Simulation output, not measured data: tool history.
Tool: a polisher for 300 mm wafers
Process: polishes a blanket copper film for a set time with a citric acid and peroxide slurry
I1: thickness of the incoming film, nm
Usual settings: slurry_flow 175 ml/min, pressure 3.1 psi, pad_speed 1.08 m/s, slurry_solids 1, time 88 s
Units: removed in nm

Run 1, hour 0: usual settings but pad_speed 0.92 m/s; I1 1265.8. Result: removed 134.7 nm.
At hour 0.5: slurry blender recalibrated.
Run 2, hour 23.4: usual settings but pad_speed 1.26 m/s; I1 1271.8. Result: removed 206.8 nm.
At hour 37.2: worn pad replaced by a new one.
Run 3, hour 39: usual settings but pad_speed 1.26 m/s; I1 1271.8. Result: removed 202.5 nm.
Run 4, hour 69.6: usual settings but pressure 4 psi, time 75 s; I1 1267.2. Result: removed 191 nm.
Run 5, hour 97.6: usual settings but pressure 4 psi, time 75 s; I1 1269.8. Result: removed 185.6 nm.
Run 6, hour 115: usual settings but slurry_flow 145 ml/min; I1 1280.9. Result: removed 167.4 nm.
Run 7, hour 128.7: usual settings but slurry_flow 145 ml/min; I1 1257.3. Result: removed 171.1 nm.
At hour 161.3: worn pad replaced by a new one.
Run 8, hour 163.2: usual settings; I1 1269.3. Result: removed 171.1 nm.
Run 9, hour 178.5: usual settings; I1 1269.4. Result: removed 172.6 nm.
Run 10, hour 192.7: usual settings; I1 1250.7. Result: removed 172 nm.
At hour 194.3: slurry nozzle cleaned.
Run 11, hour 206.6: usual settings; I1 1293.6. Result: removed 170.3 nm.
Run 12, hour 229.1: usual settings; I1 1274.9. Result: removed 167.2 nm.
Run 13, hour 243: usual settings but slurry_flow 140 ml/min; I1 1273.7. Result: removed 161 nm.
Run 14, hour 264: usual settings but slurry_flow 140 ml/min; I1 1254. Result: removed 163.5 nm.
At hour 285.5: worn pad replaced by a new one.
At hour 288.7: slurry blender recalibrated.
Run 15, hour 294: usual settings but pressure 4.1 psi, time 72 s; I1 1282.7. Result: removed 193.3 nm.
Run 16, hour 319: usual settings but pressure 4 psi, time 75 s; I1 1255. Result: removed 191.1 nm.
Run 17, hour 331.4: usual settings but pressure 4 psi, time 75 s; I1 1264.4. Result: removed 194.6 nm.
At hour 336.3: head pressure recalibrated.
Run 18, hour 359.9: usual settings but slurry_flow 145 ml/min, pad_speed 0.92 m/s; I1 1276. Result: removed 146.6 nm.
Run 19, hour 390.5: usual settings but slurry_flow 125 ml/min, pressure 2.2 psi; I1 1282.6. Result: removed 119.7 nm.
At hour 406.5: worn pad replaced by a new one.
Run 20, hour 407: usual settings but slurry_flow 125 ml/min, pad_speed 1.22 m/s, time 103 s; I1 1248.9. Result: removed 220.2 nm.
Run 21, hour 437.8: usual settings but pad_speed 1.28 m/s, slurry_solids 0.8, time 63 s; I1 1254.8. Result: removed 138.3 nm.
Run 22, hour 451.2: usual settings; I1 1266. Result: removed 171.9 nm.
At hour 455.3: slurry nozzle cleaned.
Run 23, hour 477.4: usual settings but slurry_solids 1.2, time 115 s; I1 1273.4. Result: removed 232.6 nm.
Run 24, hour 491.1: usual settings but pressure 4 psi, pad_speed 0.94 m/s; I1 1259. Result: removed 190.8 nm.
Run 25, hour 508: usual settings; I1 1242.5. Result: removed 170.2 nm.
At hour 537.4: worn pad replaced by a new one.
Run 26, hour 579.8: usual settings but pad_speed 1.34 m/s, slurry_solids 0.75; I1 1287.3. Result: removed 193 nm.
At hour 584.5: slurry blender recalibrated.
Run 27, hour 613.4: usual settings but pressure 3.7 psi; I1 1275.2. Result: removed 210.1 nm.
Run 28, hour 627.7: usual settings but slurry_flow 130 ml/min, time 79 s; I1 1259.3. Result: removed 155.4 nm.
At hour 649.8: worn pad replaced by a new one.
Run 29, hour 650.3: usual settings but slurry_solids 0.85; I1 1243.4. Result: removed 168.8 nm.

3 ways to go on from here, each from the tool as it stands after run 29. What would each give?
Run A, hour 650.7: usual settings but pad_speed 1.28 m/s; I1 1244.4. Result: removed ?.
Run B, hour 650.7: usual settings but time 66 s; I1 1244.4. Result: removed ?.
Run C, hour 650.7: usual settings but slurry_flow 210 ml/min, pad_speed 0.74 m/s, slurry_solids 0.9, time 110 s; I1 1244.4. Result: removed ?.

run  removed
  A    210.3
  B    133.6
  C    153.7
Without the tool's hidden state the same runs would have given:
run  removed
  A    214.4
  B    136.1
  C    156.7
